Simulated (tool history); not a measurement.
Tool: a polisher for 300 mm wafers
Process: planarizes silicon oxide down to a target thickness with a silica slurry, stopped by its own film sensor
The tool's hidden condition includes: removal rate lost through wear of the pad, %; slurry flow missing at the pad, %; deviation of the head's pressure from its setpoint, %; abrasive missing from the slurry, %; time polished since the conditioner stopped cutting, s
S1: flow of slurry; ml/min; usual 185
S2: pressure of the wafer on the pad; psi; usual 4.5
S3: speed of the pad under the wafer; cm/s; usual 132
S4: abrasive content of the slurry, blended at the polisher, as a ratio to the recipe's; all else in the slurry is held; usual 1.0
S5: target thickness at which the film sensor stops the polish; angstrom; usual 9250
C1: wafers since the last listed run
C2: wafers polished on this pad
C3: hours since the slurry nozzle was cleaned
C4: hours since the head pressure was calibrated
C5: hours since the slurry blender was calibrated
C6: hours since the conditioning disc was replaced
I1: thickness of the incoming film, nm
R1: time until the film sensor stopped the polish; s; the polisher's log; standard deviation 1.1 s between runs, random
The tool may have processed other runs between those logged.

run	hour	S1	S2	S3	S4	S5	C1	C2	C3	C4	C5	C6	I1	R1
1	0.0	185	4.5	146	1.0	9250	0	34	385.6	1218.1	154.3	11.2	1210.3	65.9
# hour 16.1: slurry blender recalibrated
2	18.7	185	4.5	146	1.0	9250	132	166	404.3	1236.8	2.6	29.9	1204.6	65.5
3	38.5	185	4.5	132	1.0	9250	157	323	424.1	1256.6	22.4	49.7	1207.6	72.5
4	69.1	185	4.5	132	1.0	9250	242	566	454.7	1287.2	53.0	80.3	1210.3	74.8
5	105.0	185	4.5	132	1.0	9250	285	852	490.6	1323.1	88.9	116.2	1226.9	83.3
6	120.6	185	4.5	132	1.0	9250	123	975	506.2	1338.7	104.5	131.8	1213.2	79.2
7	146.5	185	4.5	132	1.0	9250	205	1181	532.1	1364.6	130.4	157.7	1222.1	81.9
# hour 150.6: worn pad replaced by a new one
8	162.5	185	4.5	146	0.7	9250	95	94	548.1	1380.6	146.4	173.7	1223.2	99.4
9	180.8	135	5.1	88	1.2	9250	145	239	566.4	1398.9	164.7	192.0	1227.7	87.1
# hour 185.0: conditioning disc replaced and pad reconditioned
# hour 207.0: slurry nozzle cleaned
10	207.5	185	5.9	132	1.0	10120	188	427	0.5	1425.6	191.4	22.5	1200.1	37.7
# hour 210.8: slurry blender recalibrated
# hour 237.3: head pressure recalibrated
11	240.6	185	4.5	146	1.0	9250	231	658	33.6	3.3	29.8	55.6	1209.2	69.4
12	263.9	185	4.5	88	1.0	9250	185	843	56.9	26.6	53.1	78.9	1221.6	110.5
13	288.4	160	3.5	132	1.0	10220	194	1038	81.4	51.1	77.6	103.4	1213.4	69.2
# hour 304.8: worn pad replaced by a new one
14	306.2	185	4.5	132	1.0	9250	109	10	99.2	68.9	95.4	121.2	1202.2	67.6

Pick out some run-to-run changes in R1. Of each, how much would a tool without hidden state show as well, from the settings, what came in and chance, and how much is left for the hidden state and any gauge scatter not in both results compared?
Run 7 -> 8: S3 132 -> 146, S4 1.0 -> 0.7, worn pad replaced by a new one. R1 +17.5 s: hidden state -8.4, all else +25.9.
Run 9 -> 10: S1 135 -> 185, S2 5.1 -> 5.9, S3 88 -> 132, S4 1.2 -> 1.0, S5 9250 -> 10120, conditioning disc replaced and pad reconditioned, slurry nozzle cleaned. R1 -49.4 s: hidden state -0.9, all else -48.5.
